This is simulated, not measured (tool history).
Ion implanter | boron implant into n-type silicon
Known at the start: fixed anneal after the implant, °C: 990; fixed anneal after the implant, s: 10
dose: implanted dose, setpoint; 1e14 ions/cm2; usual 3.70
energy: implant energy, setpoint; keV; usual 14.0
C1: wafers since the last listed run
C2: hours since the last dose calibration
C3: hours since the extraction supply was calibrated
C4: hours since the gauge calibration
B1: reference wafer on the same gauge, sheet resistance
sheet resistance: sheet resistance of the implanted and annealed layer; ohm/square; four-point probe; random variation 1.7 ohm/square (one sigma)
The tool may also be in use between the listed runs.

run 1 day=0.000 | dose=3.70 energy=12.5 | C1=0 C2=829.2 C3=2458.1 C4=757.5 | B1=342.93 | sheet_resistance=291.40
run 2 day=1.950 | dose=3.70 energy=12.5 | C1=667 C2=876.0 C3=2504.9 C4=804.3 | B1=343.06 | sheet_resistance=291.80
run 3 day=4.796 | dose=3.70 energy=12.5 | C1=974 C2=944.3 C3=2573.2 C4=872.6 | B1=343.20 | sheet_resistance=290.55
run 4 day=7.267 | dose=3.70 energy=14.0 | C1=846 C2=1003.6 C3=2632.5 C4=931.9 | B1=342.91 | sheet_resistance=289.63
run 5 day=9.842 | dose=3.70 energy=14.0 | C1=881 C2=1065.4 C3=2694.3 C4=993.7 | B1=342.91 | sheet_resistance=283.24
run 6 day=12.488 | dose=3.70 energy=14.0 | C1=906 C2=1128.9 C3=2757.8 C4=1057.2 | B1=342.86 | sheet_resistance=288.00
run 7 day=15.271 | dose=3.70 energy=14.0 | C1=953 C2=1195.7 C3=2824.6 C4=1124.0 | B1=342.96 | sheet_resistance=285.83
run 8 day=17.567 | dose=3.70 energy=15.5 | C1=786 C2=1250.8 C3=2879.7 C4=1179.1 | B1=343.07 | sheet_resistance=280.62
run 9 day=20.488 | dose=3.70 energy=15.5 | C1=1000 C2=1320.9 C3=2949.8 C4=1249.2 | B1=343.42 | sheet_resistance=282.68
run 10 day=21.821 | dose=2.88 energy=11.5 | C1=456 C2=1352.9 C3=2981.8 C4=1281.2 | B1=342.94 | sheet_resistance=357.72
run 11 day=24.262 | dose=2.88 energy=11.5 | C1=836 C2=1411.5 C3=3040.4 C4=1339.8 | B1=342.75 | sheet_resistance=358.82
run 12 day=25.408 | dose=4.07 energy=14.0 | C1=392 C2=1439.0 C3=3067.9 C4=1367.3 | B1=342.39 | sheet_resistance=263.30
run 13 day=26.762 | dose=3.05 energy=16.5 | C1=463 C2=1471.5 C3=3100.4 C4=1399.8 | B1=343.19 | sheet_resistance=328.84
-- day=26.883 gauge calibrated
run 14 day=29.371 | dose=3.05 energy=16.5 | C1=893 C2=1534.1 C3=3163.0 C4=59.7 | B1=342.82 | sheet_resistance=327.51
run 15 day=31.858 | dose=3.15 energy=14.0 | C1=851 C2=1593.8 C3=3222.7 C4=119.4 | B1=342.92 | sheet_resistance=323.74
run 16 day=34.046 | dose=3.70 energy=14.0 | C1=749 C2=1646.3 C3=3275.2 C4=171.9 | B1=343.00 | sheet_resistance=284.09
run 17 day=35.196 | dose=3.70 energy=14.0 | C1=393 C2=1673.9 C3=3302.8 C4=199.5 | B1=343.08 | sheet_resistance=282.89
run 18 day=37.229 | dose=4.73 energy=11.5 | C1=696 C2=1722.7 C3=3351.6 C4=248.3 | B1=342.90 | sheet_resistance=232.73
-- day=38.221 Faraday cup replaced and dose calibrated
run 19 day=40.058 | dose=3.70 energy=14.0 | C1=854 C2=44.1 C3=3419.5 C4=316.2 | B1=343.29 | sheet_resistance=292.79
run 20 day=42.483 | dose=4.67 energy=14.0 | C1=830 C2=102.3 C3=3477.7 C4=374.4 | B1=342.68 | sheet_resistance=239.76
run 21 day=44.425 | dose=3.34 energy=18.5 | C1=664 C2=148.9 C3=3524.3 C4=421.0 | B1=343.27 | sheet_resistance=306.80
run 22 day=45.438 | dose=4.42 energy=11.0 | C1=346 C2=173.2 C3=3548.6 C4=445.3 | B1=342.75 | sheet_resistance=256.22
-- day=46.625 extraction supply calibrated
run 23 day=46.654 | dose=2.73 energy=17.0 | C1=302 C2=202.4 C3=0.7 C4=474.5 | B1=343.15 | sheet_resistance=362.87
run 24 day=48.142 | dose=3.03 energy=10.0 | C1=509 C2=238.1 C3=36.4 C4=510.2 | B1=342.94 | sheet_resistance=353.18
run 25 day=51.042 | dose=3.70 energy=14.0 | C1=993 C2=307.7 C3=106.0 C4=579.8 | B1=342.67 | sheet_resistance=289.93
run 26 day=53.729 | dose=3.99 energy=16.0 | C1=920 C2=372.2 C3=170.5 C4=644.3 | B1=343.06 | sheet_resistance=268.60
run 27 day=55.771 | dose=4.16 energy=17.5 | C1=699 C2=421.2 C3=219.5 C4=693.3 | B1=342.85 | sheet_resistance=260.46
run 28 day=57.108 | dose=3.70 energy=14.0 | C1=458 C2=453.3 C3=251.6 C4=725.4 | B1=342.77 | sheet_resistance=287.92
run 29 day=59.529 | dose=3.29 energy=9.5 | C1=829 C2=511.4 C3=309.7 C4=783.5 | B1=343.44 | sheet_resistance=330.34
run 30 day=67.521 | dose=4.00 energy=16.0 | C1=2736 C2=703.2 C3=501.5 C4=975.3 | B1=343.11 | sheet_resistance=269.07
run 31 day=69.650 | dose=3.00 energy=10.0 | C1=729 C2=754.3 C3=552.6 C4=1026.4 | B1=343.19 | sheet_resistance=352.64
run 32 day=70.875 | dose=3.70 energy=14.0 | C1=419 C2=783.7 C3=582.0 C4=1055.8 | B1=343.20 | sheet_resistance=287.15
run 33 day=73.133 | dose=2.84 energy=11.0 | C1=773 C2=837.9 C3=636.2 C4=1110.0 | B1=343.23 | sheet_resistance=363.17

Forecast run 34:
run 34 day=75.204 | dose=3.70 energy=9.5 | C1=709 C2=887.6 C3=685.9 C4=1159.7 | B1=? | sheet_resistance=?

B1: 342.91
sheet resistance: 295.69 ohm/square
Without the tool's hidden state the same run would have given sheet resistance 302.57 ohm/square.
